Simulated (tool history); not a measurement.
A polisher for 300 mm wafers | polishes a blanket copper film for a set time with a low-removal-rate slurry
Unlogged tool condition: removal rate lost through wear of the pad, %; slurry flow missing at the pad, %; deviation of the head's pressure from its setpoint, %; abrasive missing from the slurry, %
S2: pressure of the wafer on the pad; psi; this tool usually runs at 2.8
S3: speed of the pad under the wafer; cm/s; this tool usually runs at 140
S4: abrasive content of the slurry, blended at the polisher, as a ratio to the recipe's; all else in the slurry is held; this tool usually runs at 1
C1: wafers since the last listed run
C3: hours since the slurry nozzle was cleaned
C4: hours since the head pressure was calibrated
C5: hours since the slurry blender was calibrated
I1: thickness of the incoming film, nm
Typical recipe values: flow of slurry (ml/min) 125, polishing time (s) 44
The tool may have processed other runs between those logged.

run 1 hour=0 | flow_of_slurry_(ml/min)=125 S2=2.1 S3=140 S4=1 polishing_time_(s)=39 | C1=0 wafers_polished_on_this_pad=596 C3=128.7 C4=281.2 C5=286.8 | I1=880.3 | film_removed_(angstrom)=921
run 2 hour=14.3 | flow_of_slurry_(ml/min)=125 S2=2.1 S3=140 S4=1 polishing_time_(s)=39 | C1=235 wafers_polished_on_this_pad=832 C3=143 C4=295.5 C5=301.1 | I1=877.1 | film_removed_(angstrom)=949
run 3 hour=30.3 | flow_of_slurry_(ml/min)=125 S2=2.8 S3=140 S4=1 polishing_time_(s)=44 | C1=263 wafers_polished_on_this_pad=1096 C3=159 C4=311.5 C5=317.1 | I1=873.9 | film_removed_(angstrom)=1385
run 4 hour=46.3 | flow_of_slurry_(ml/min)=125 S2=2.8 S3=140 S4=1 polishing_time_(s)=44 | C1=263 wafers_polished_on_this_pad=1360 C3=175 C4=327.5 C5=333.1 | I1=890.7 | film_removed_(angstrom)=1386
run 5 hour=59.1 | flow_of_slurry_(ml/min)=125 S2=2.8 S3=140 S4=1 polishing_time_(s)=44 | C1=211 wafers_polished_on_this_pad=1571 C3=187.8 C4=340.3 C5=345.9 | I1=867.5 | film_removed_(angstrom)=1383
-- hour=63.5 worn pad replaced by a new one
run 6 hour=71.5 | flow_of_slurry_(ml/min)=125 S2=3 S3=156 S4=1 polishing_time_(s)=44 | C1=138 wafers_polished_on_this_pad=132 C3=200.2 C4=352.7 C5=358.3 | I1=877 | film_removed_(angstrom)=1682
run 7 hour=84.8 | flow_of_slurry_(ml/min)=125 S2=3 S3=156 S4=1 polishing_time_(s)=44 | C1=219 wafers_polished_on_this_pad=351 C3=213.5 C4=366 C5=371.6 | I1=864.8 | film_removed_(angstrom)=1657
run 8 hour=95 | flow_of_slurry_(ml/min)=125 S2=2.8 S3=140 S4=1 polishing_time_(s)=44 | C1=168 wafers_polished_on_this_pad=520 C3=223.7 C4=376.2 C5=381.8 | I1=884.2 | film_removed_(angstrom)=1383
run 9 hour=104.6 | flow_of_slurry_(ml/min)=125 S2=2.8 S3=140 S4=1 polishing_time_(s)=44 | C1=158 wafers_polished_on_this_pad=678 C3=233.3 C4=385.8 C5=391.4 | I1=890.5 | film_removed_(angstrom)=1386
run 10 hour=112.9 | flow_of_slurry_(ml/min)=125 S2=2.8 S3=140 S4=1 polishing_time_(s)=44 | C1=136 wafers_polished_on_this_pad=815 C3=241.6 C4=394.1 C5=399.7 | I1=884.3 | film_removed_(angstrom)=1374
run 11 hour=119.1 | flow_of_slurry_(ml/min)=125 S2=2.8 S3=140 S4=1 polishing_time_(s)=44 | C1=102 wafers_polished_on_this_pad=917 C3=247.8 C4=400.3 C5=405.9 | I1=893.1 | film_removed_(angstrom)=1375
-- hour=122.6 slurry nozzle cleaned
-- hour=125.5 slurry blender recalibrated
run 12 hour=127.9 | flow_of_slurry_(ml/min)=125 S2=2.8 S3=140 S4=1 polishing_time_(s)=44 | C1=95 wafers_polished_on_this_pad=1013 C3=5.3 C4=409.1 C5=2.4 | I1=882 | film_removed_(angstrom)=1488
-- hour=138.4 worn pad replaced by a new one
run 13 hour=138.9 | flow_of_slurry_(ml/min)=100 S2=2.8 S3=140 S4=1 polishing_time_(s)=51 | C1=115 wafers_polished_on_this_pad=8 C3=16.3 C4=420.1 C5=13.4 | I1=884.1 | film_removed_(angstrom)=1653
run 14 hour=144 | flow_of_slurry_(ml/min)=100 S2=2.8 S3=140 S4=1 polishing_time_(s)=51 | C1=84 wafers_polished_on_this_pad=93 C3=21.4 C4=425.2 C5=18.5 | I1=875 | film_removed_(angstrom)=1668
run 15 hour=160.3 | flow_of_slurry_(ml/min)=125 S2=2.2 S3=140 S4=0.85 polishing_time_(s)=44 | C1=268 wafers_polished_on_this_pad=361 C3=37.7 C4=441.5 C5=34.8 | I1=884 | film_removed_(angstrom)=1114
run 16 hour=170.5 | flow_of_slurry_(ml/min)=165 S2=3.5 S3=140 S4=1 polishing_time_(s)=50 | C1=168 wafers_polished_on_this_pad=530 C3=47.9 C4=451.7 C5=45 | I1=881.9 | film_removed_(angstrom)=2198
run 17 hour=187.2 | flow_of_slurry_(ml/min)=85 S2=3.1 S3=160 S4=1.25 polishing_time_(s)=44 | C1=275 wafers_polished_on_this_pad=805 C3=64.6 C4=468.4 C5=61.7 | I1=873.9 | film_removed_(angstrom)=1754
run 18 hour=201.5 | flow_of_slurry_(ml/min)=85 S2=3.1 S3=160 S4=1.25 polishing_time_(s)=44 | C1=235 wafers_polished_on_this_pad=1041 C3=78.9 C4=482.7 C5=76 | I1=882 | film_removed_(angstrom)=1803
run 19 hour=217.4 | flow_of_slurry_(ml/min)=125 S2=2.8 S3=140 S4=1 polishing_time_(s)=44 | C1=262 wafers_polished_on_this_pad=1303 C3=94.8 C4=498.6 C5=91.9 | I1=884.1 | film_removed_(angstrom)=1469
-- hour=223.2 worn pad replaced by a new one
run 20 hour=228.7 | flow_of_slurry_(ml/min)=145 S2=2.8 S3=140 S4=1 polishing_time_(s)=44 | C1=120 wafers_polished_on_this_pad=90 C3=106.1 C4=509.9 C5=103.2 | I1=878.9 | film_removed_(angstrom)=1519
run 21 hour=242.9 | flow_of_slurry_(ml/min)=160 S2=2 S3=140 S4=1.1 polishing_time_(s)=38 | C1=234 wafers_polished_on_this_pad=324 C3=120.3 C4=524.1 C5=117.4 | I1=883 | film_removed_(angstrom)=976
run 22 hour=253 | flow_of_slurry_(ml/min)=100 S2=2.8 S3=140 S4=1 polishing_time_(s)=35 | C1=166 wafers_polished_on_this_pad=491 C3=130.4 C4=534.2 C5=127.5 | I1=894.7 | film_removed_(angstrom)=1091
-- hour=258.8 head pressure recalibrated
run 23 hour=281.4 | flow_of_slurry_(ml/min)=125 S2=2.8 S3=140 S4=1 polishing_time_(s)=44 | C1=435 wafers_polished_on_this_pad=926 C3=158.8 C4=22.6 C5=155.9 | I1=874.8 | film_removed_(angstrom)=1436
run 24 hour=298.4 | flow_of_slurry_(ml/min)=125 S2=2.2 S3=140 S4=0.85 polishing_time_(s)=44 | C1=280 wafers_polished_on_this_pad=1207 C3=175.8 C4=39.6 C5=172.9 | I1=896.8 | film_removed_(angstrom)=1116
run 25 hour=307.6 | flow_of_slurry_(ml/min)=145 S2=2 S3=140 S4=1 polishing_time_(s)=44 | C1=151 wafers_polished_on_this_pad=1359 C3=185 C4=48.8 C5=182.1 | I1=878.5 | film_removed_(angstrom)=1045
-- hour=317.3 worn pad replaced by a new one
run 26 hour=317.8 | flow_of_slurry_(ml/min)=145 S2=2.8 S3=140 S4=1 polishing_time_(s)=44 | C1=102 wafers_polished_on_this_pad=7 C3=195.2 C4=59 C5=192.3 | I1=882.3 | film_removed_(angstrom)=1485
run 27 hour=329.4 | flow_of_slurry_(ml/min)=125 S2=2.4 S3=168 S4=0.85 polishing_time_(s)=39 | C1=191 wafers_polished_on_this_pad=199 C3=206.8 C4=70.6 C5=203.9 | I1=878.7 | film_removed_(angstrom)=1275

Measured minus without-hidden-state, run by run (identical run-to-run variation in each term; gauge scatter may differ):
run=1 film_removed_(angstrom)=-51
run=2 film_removed_(angstrom)=-55
run=3 film_removed_(angstrom)=-86
run=4 film_removed_(angstrom)=-91
run=5 film_removed_(angstrom)=-94
run=6 film_removed_(angstrom)=-118
run=7 film_removed_(angstrom)=-121
run=8 film_removed_(angstrom)=-104
run=9 film_removed_(angstrom)=-107
run=10 film_removed_(angstrom)=-109
run=11 film_removed_(angstrom)=-111
run=12 film_removed_(angstrom)=-1
run=13 film_removed_(angstrom)=-3
run=14 film_removed_(angstrom)=-5
run=15 film_removed_(angstrom)=-6
run=16 film_removed_(angstrom)=-15
run=17 film_removed_(angstrom)=-17
run=18 film_removed_(angstrom)=-21
run=19 film_removed_(angstrom)=-21
run=20 film_removed_(angstrom)=-24
run=21 film_removed_(angstrom)=-18
run=22 film_removed_(angstrom)=-22
run=23 film_removed_(angstrom)=-35
run=24 film_removed_(angstrom)=-30
run=25 film_removed_(angstrom)=-30
run=26 film_removed_(angstrom)=-45
run=27 film_removed_(angstrom)=-40
